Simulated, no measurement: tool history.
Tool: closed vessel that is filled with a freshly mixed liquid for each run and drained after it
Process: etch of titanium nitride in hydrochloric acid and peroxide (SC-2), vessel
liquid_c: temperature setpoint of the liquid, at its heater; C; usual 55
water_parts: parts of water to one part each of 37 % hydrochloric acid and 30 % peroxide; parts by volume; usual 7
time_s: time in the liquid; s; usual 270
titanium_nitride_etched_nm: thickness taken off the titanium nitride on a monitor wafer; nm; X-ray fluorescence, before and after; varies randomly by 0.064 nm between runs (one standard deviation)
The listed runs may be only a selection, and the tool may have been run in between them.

run	day	liquid_c	water_parts	time_s	read-back film thickness of the titanium nitride reference wafer, read on the same gauge (nm)	titanium_nitride_etched_nm
1	0	55	4.5	200	50.02	7.4
2	1.225	55	7	270	50.01	7.27
3	3.512	55	7	270	50.02	7.09
# day 4.533: gauge calibrated
4	4.683	55	7	270	49.98	7.25
5	9.667	55	7	270	50.01	7.22
6	10.85	55	5	270	49.97	9.13
7	12.458	55	7	270	49.98	7.12
8	13.579	55	7	270	50.04	7.16
# day 14.792: chemicals flow meter replaced
9	21.817	55	7	270	50.01	7.04
10	23.317	51	7	150	50.01	3
# day 24.583: thermometer replaced
11	25.325	65	10.5	175	50.01	6.15
12	27.838	55	7	160	50	4.11
13	28.975	55	7	270	50.02	6.92
14	30.896	55	5	405	49.96	13.47
15	32.429	50	9.5	270	49.99	3.91
16	33.888	55	9	270	49.98	5.7
17	36.254	55	7	270	50.01	6.88
# day 37.408: chemicals flow meter replaced
18	37.458	49.5	10	160	50.01	2.14
# day 38.917: new drum of peroxide connected
19	38.967	55	7	270	49.99	7.57
20	41.442	60.5	4.5	180	49.99	9.7
21	42.888	55	7	270	50.03	7.34
22	45.242	55	7	270	50	7.3
23	47.892	47.5	9.5	355	50.01	4.59
24	50.3	47.5	9	340	49.95	4.58
25	52.604	45	6	205	50	3.21
26	53.892	55	7	355	50.05	9.53
27	59.029	55	5.5	360	50.02	11.62
28	60.546	48.5	7	310	50	5.34
# day 62.254: chemicals flow meter replaced
29	63.467	55	7	270	50	7.25
30	65.208	49	5.5	270	49.98	5.9

Some steps in titanium_nitride_etched_nm, run to run, broken into two amounts with sign: the step expected even without the hidden condition (settings, incoming material, random variation), and the rest, left for the hidden condition together with whatever gauge scatter is not in both the measured and the hidden-condition-free result:
The hidden state here: liquid colder than its thermometer reads (K); chemicals flow above the setpoint (%); peroxide weaker than its label (%); gauge reads high (%).
Run 13 -> 14: water_parts 7 -> 5, time_s 270 -> 405. titanium_nitride_etched_nm +6.55 nm: hidden state -0.5, all else +7.05.
Run 14 -> 15: liquid_c 55 -> 50, water_parts 5 -> 9.5, time_s 405 -> 270. titanium_nitride_etched_nm -9.56 nm: hidden state +0.7, all else -10.26.
Run 17 -> 18: liquid_c 55 -> 49.5, water_parts 7 -> 10, time_s 270 -> 160, chemicals flow meter replaced. titanium_nitride_etched_nm -4.74 nm: hidden state +0.41, all else -5.15.
Run 25 -> 26: liquid_c 45 -> 55, water_parts 6 -> 7, time_s 205 -> 355. titanium_nitride_etched_nm +6.32 nm: hidden state -0.2, all else +6.52.

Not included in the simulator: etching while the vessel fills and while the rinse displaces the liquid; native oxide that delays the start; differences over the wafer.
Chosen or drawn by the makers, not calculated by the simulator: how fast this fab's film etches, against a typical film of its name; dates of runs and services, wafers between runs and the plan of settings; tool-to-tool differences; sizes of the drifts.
